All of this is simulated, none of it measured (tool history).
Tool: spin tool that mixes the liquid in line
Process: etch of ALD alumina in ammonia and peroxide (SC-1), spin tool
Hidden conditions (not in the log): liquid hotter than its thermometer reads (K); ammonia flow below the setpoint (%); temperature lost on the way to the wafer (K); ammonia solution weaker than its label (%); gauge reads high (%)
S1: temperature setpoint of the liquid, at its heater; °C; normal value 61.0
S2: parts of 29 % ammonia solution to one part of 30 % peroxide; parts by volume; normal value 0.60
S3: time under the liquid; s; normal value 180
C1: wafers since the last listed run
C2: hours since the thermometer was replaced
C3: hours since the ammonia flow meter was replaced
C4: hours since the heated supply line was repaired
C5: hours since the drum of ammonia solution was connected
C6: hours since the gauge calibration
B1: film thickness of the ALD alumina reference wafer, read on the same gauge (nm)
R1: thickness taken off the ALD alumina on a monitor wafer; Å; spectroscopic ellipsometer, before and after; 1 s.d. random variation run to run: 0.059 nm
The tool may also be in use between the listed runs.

run   hour    S1    S2   S3   C1      C2      C3      C4     C5     C6     B1     R1
  1    0.0  61.0  0.60  180    0  2445.2  2065.2  3852.7  368.2   83.2  30.00  173.3
  2   14.8  61.0  0.60  180  101  2460.0  2080.0  3867.5  383.0   98.0  30.00  172.8
  3   22.6  61.0  0.60  180   53  2467.8  2087.8  3875.3  390.8  105.8  29.98  172.1
      32.9  -- ammonia flow meter replaced
  4   35.3  61.0  0.60  180   80  2480.5     2.4  3888.0  403.5  118.5  29.98  172.7
  5   45.9  61.0  0.60  180   72  2491.1    13.0  3898.6  414.1  129.1  29.99  173.6
  6   61.5  61.0  0.80  180  107  2506.7    28.6  3914.2  429.7  144.7  29.98  177.2
      68.6  -- thermometer replaced
  7   69.0  61.0  0.60  180   44     0.4    36.1  3921.7  437.2  152.2  30.05  149.4
  8   76.3  61.0  0.60  180   50     7.7    43.4  3929.0  444.5  159.5  29.97  150.1
  9   87.6  58.0  0.50  180   77    19.0    54.7  3940.3  455.8  170.8  30.02  126.6
 10   94.4  61.0  0.60   90   46    25.8    61.5  3947.1  462.6  177.6  30.04   74.8
 11  105.8  65.5  0.60  140   78    37.2    72.9  3958.5  474.0  189.0  30.02  147.5
 12  117.4  53.0  0.60  180   79    48.8    84.5  3970.1  485.6  200.6  30.04   99.4
 13  125.3  67.5  0.85  115   54    56.7    92.4  3978.0  493.5  208.5  29.99  137.2
     139.9  -- gauge calibrated
 14  141.1  61.0  0.60  180  108    72.5   108.2  3993.8  509.3    1.2  30.02  150.4
 15  155.1  61.0  0.50  110   96    86.5   122.2  4007.8  523.3   15.2  30.03   91.1
 16  162.8  65.5  0.60  140   52    94.2   129.9  4015.5  531.0   22.9  29.98  147.6
     166.6  -- heated supply line repaired
 17  177.1  58.5  0.60  235   91   108.5   144.2    10.5  545.3   37.2  29.97  173.8
     191.7  -- new drum of ammonia solution connected
 18  193.6  70.0  0.30  180  106   125.0   160.7    27.0    1.9   53.7  30.03  220.3
 19  210.8  65.0  0.60  140  118   142.2   177.9    44.2   19.1   70.9  30.02  143.7
 20  221.2  56.0  0.80   95   71   152.6   188.3    54.6   29.5   81.3  30.02   63.8
 21  230.1  64.5  0.40  240   61   161.5   197.2    63.5   38.4   90.2  30.02  231.7
 22  244.6  69.5  0.40  115   99   176.0   211.7    78.0   52.9  104.7  30.01  142.0
 23  261.7  61.0  0.60  180  117   193.1   228.8    95.1   70.0  121.8  29.99  151.7
 24  277.5  61.0  0.60  180  108   208.9   244.6   110.9   85.8  137.6  30.01  151.2

5 ways to go on from here, each from the tool as it stands after run 24. What would each give?
  A  278.0  61.0  0.60  180   3  209.4  245.1  111.4  86.3  138.1   ?   ?
  B  278.0  61.0  0.60  130   3  209.4  245.1  111.4  86.3  138.1   ?   ?
  C  278.0  54.0  0.50  125   3  209.4  245.1  111.4  86.3  138.1   ?   ?
  D  278.0  51.5  0.40  280   3  209.4  245.1  111.4  86.3  138.1   ?   ?
  E  278.0  68.0  0.85  225   3  209.4  245.1  111.4  86.3  138.1   ?   ?

run     B1     R1
  A  30.03  152.3
  B  30.03  110.0
  C  30.03   72.2
  D  30.03  138.4
  E  30.03  278.6
The same runs, with their run-to-run variation unchanged, on a tool lacking any hidden condition would have given:
run     R1
  A  149.2
  B  107.7
  C   70.6
  D  135.4
  E  273.1
